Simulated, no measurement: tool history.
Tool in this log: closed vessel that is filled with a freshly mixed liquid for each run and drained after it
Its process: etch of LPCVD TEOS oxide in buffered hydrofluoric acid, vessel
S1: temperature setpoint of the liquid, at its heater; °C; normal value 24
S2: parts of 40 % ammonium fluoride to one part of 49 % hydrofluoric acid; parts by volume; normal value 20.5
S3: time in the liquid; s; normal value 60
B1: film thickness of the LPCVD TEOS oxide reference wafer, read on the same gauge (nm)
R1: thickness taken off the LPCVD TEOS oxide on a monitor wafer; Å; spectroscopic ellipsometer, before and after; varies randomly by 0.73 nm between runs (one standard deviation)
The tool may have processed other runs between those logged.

| run | hour | S1 | S2 | S3 | B1 | R1 |
|---|---|---|---|---|---|---|
| 1 | 0 | 24 | 20.5 | 60 | 49.97 | 921.4 |
|  | 24.6 | thermometer replaced |
| 2 | 89.2 | 24 | 20.5 | 60 | 49.98 | 958 |
| 3 | 172.7 | 24 | 20.5 | 80 | 50 | 1266.5 |
| 4 | 252.7 | 24 | 20.5 | 80 | 49.93 | 1273.8 |
| 5 | 331.3 | 24 | 25 | 60 | 49.97 | 833.4 |
| 6 | 412 | 24 | 25 | 60 | 50.01 | 833.1 |
| 7 | 493.5 | 24 | 25 | 60 | 49.98 | 828.8 |
| 8 | 541.2 | 21 | 20.5 | 60 | 50.02 | 803.9 |
| 9 | 615.1 | 24 | 20.5 | 60 | 49.97 | 956.8 |
|  | 648.6 | hydrofluoric acid flow meter replaced |
| 10 | 838.8 | 24 | 18 | 60 | 50 | 1074.6 |
| 11 | 906.5 | 24 | 12.5 | 60 | 50 | 1542.8 |
| 12 | 998.4 | 24 | 12.5 | 60 | 50.02 | 1535.3 |
| 13 | 1094.1 | 20 | 13 | 45 | 49.97 | 882.5 |
| 14 | 1138.3 | 21 | 23.5 | 70 | 49.95 | 862.3 |
| 15 | 1183.2 | 24 | 20.5 | 60 | 50.04 | 944.8 |
| 16 | 1250.7 | 26 | 20.5 | 60 | 50.01 | 1040.9 |
| 17 | 1358.1 | 20 | 27 | 85 | 49.96 | 882.4 |
| 18 | 1413.3 | 24 | 20.5 | 60 | 50.03 | 944.5 |
|  | 1508.9 | hydrofluoric acid flow meter replaced |
| 19 | 1515.5 | 24 | 20.5 | 60 | 50.05 | 940.6 |
| 20 | 1593.5 | 24 | 22.5 | 60 | 50.02 | 883.9 |
| 21 | 1630.1 | 24 | 20.5 | 60 | 50.02 | 936 |
|  | 1675.2 | gauge calibrated |
|  | 1691.3 | thermometer replaced |
| 22 | 1725.6 | 24 | 20.5 | 60 | 50.06 | 952.1 |
| 23 | 1777.2 | 24 | 20.5 | 60 | 49.99 | 963.5 |
| 24 | 1873.2 | 19 | 23.5 | 60 | 49.98 | 661.2 |
| 25 | 1948.5 | 22 | 26 | 45 | 49.98 | 542 |
| 26 | 2045.9 | 24 | 14 | 30 | 49.94 | 685.4 |
| 27 | 2141.6 | 27 | 20.5 | 80 | 50.02 | 1492.9 |
| 28 | 2221.3 | 24 | 17 | 60 | 50.04 | 1139.2 |
| 29 | 2315.5 | 24 | 20.5 | 60 | 50.02 | 966.3 |
| 30 | 2362.4 | 24 | 27 | 80 | 50 | 1051.1 |
|  | 2371.1 | hydrofluoric acid flow meter replaced |
| 31 | 2410.1 | 24 | 20.5 | 40 | 49.99 | 627.7 |
| 32 | 2448.3 | 27 | 20.5 | 80 | 49.99 | 1478.1 |

How would selected steps in R1 from run to run divide? Give the signed amount a tool lacking its hidden state would still show from settings, what came in and random variation, and the signed amount left for the hidden state, including any gauge scatter that is not in both of the compared results.
Hidden conditions of the tool in this case: liquid colder than its thermometer reads (K); hydrofluoric acid flow above the setpoint (%); gauge reads high (%).
Run 1 -> 2: thermometer replaced. R1 +36.6 Å: hidden state +31.9, all else +4.7.
Run 12 -> 13: S1 24 -> 20, S2 12.5 -> 13, S3 60 -> 45. R1 -652.8 Å: hidden state +9.3, all else -662.1.
Run 21 -> 22: gauge calibrated, thermometer replaced. R1 +16.1 Å: hidden state +21.3, all else -5.2.
Run 26 -> 27: S1 24 -> 27, S2 14 -> 20.5, S3 30 -> 80. R1 +807.5 Å: hidden state -9.9, all else +817.4.
Run 31 -> 32: S1 24 -> 27, S3 40 -> 80. R1 +850.4 Å: hidden state -14.5, all else +864.9.

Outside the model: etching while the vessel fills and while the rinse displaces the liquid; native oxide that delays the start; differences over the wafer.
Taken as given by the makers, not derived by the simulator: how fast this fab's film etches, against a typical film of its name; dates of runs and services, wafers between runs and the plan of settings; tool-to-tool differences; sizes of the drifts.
